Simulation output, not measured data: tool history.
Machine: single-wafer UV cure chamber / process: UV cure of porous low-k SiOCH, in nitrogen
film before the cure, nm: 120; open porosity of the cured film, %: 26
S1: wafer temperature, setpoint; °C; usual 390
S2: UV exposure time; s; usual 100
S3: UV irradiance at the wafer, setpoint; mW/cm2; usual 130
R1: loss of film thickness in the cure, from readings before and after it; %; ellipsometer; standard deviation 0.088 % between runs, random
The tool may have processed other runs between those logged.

| run | hour | S1 | S2 | S3 | R1 |
|---|---|---|---|---|---|
| 1 | 0.0 | 390 | 100 | 130 | 10.744 |
| 2 | 20.5 | 390 | 70 | 130 | 9.090 |
| 3 | 34.9 | 390 | 70 | 130 | 9.014 |
| 4 | 70.9 | 390 | 100 | 130 | 10.672 |
| 5 | 83.1 | 390 | 100 | 130 | 10.551 |
| 6 | 108.5 | 390 | 100 | 130 | 10.634 |
| 7 | 122.9 | 390 | 60 | 130 | 8.489 |
| 8 | 166.7 | 390 | 100 | 130 | 10.548 |
| 9 | 182.8 | 390 | 100 | 130 | 10.414 |
|  | 283.1 | quartz window cleaned |
| 10 | 283.8 | 378 | 100 | 104 | 9.462 |
| 11 | 297.8 | 390 | 100 | 130 | 10.675 |
| 12 | 317.5 | 390 | 100 | 130 | 10.557 |
| 13 | 359.2 | 390 | 100 | 130 | 10.587 |
|  | 381.8 | UV bulbs replaced |
| 14 | 382.3 | 377 | 135 | 112 | 10.987 |
| 15 | 396.5 | 390 | 40 | 119 | 6.316 |
| 16 | 425.0 | 390 | 100 | 130 | 10.673 |
| 17 | 457.0 | 396 | 100 | 167 | 11.966 |
| 18 | 488.5 | 377 | 135 | 112 | 11.090 |
| 19 | 507.2 | 390 | 100 | 130 | 10.537 |
| 20 | 531.6 | 390 | 100 | 130 | 10.628 |
| 21 | 558.3 | 384 | 75 | 90 | 7.638 |
| 22 | 576.6 | 396 | 100 | 130 | 10.546 |
| 23 | 589.9 | 390 | 100 | 148 | 11.113 |
| 24 | 620.9 | 377 | 135 | 112 | 11.098 |
| 25 | 641.2 | 397 | 70 | 102 | 8.085 |
| 26 | 662.0 | 372 | 100 | 91 | 8.691 |

Here are 4 independent what-if runs from the current tool condition. What would each one return?
| A | 662.5 | 390 | 100 | 130 | ? |
| B | 662.5 | 390 | 125 | 158 | ? |
| C | 662.5 | 390 | 115 | 152 | ? |
| D | 662.5 | 390 | 100 | 151 | ? |

| run | R1 |
|---|---|
| A | 10.791 |
| B | 12.742 |
| C | 12.164 |
| D | 11.480 |
Without the tool's unlogged condition, the same runs would have read:
| run | R1 |
|---|---|
| A | 10.791 |
| B | 12.742 |
| C | 12.164 |
| D | 11.480 |
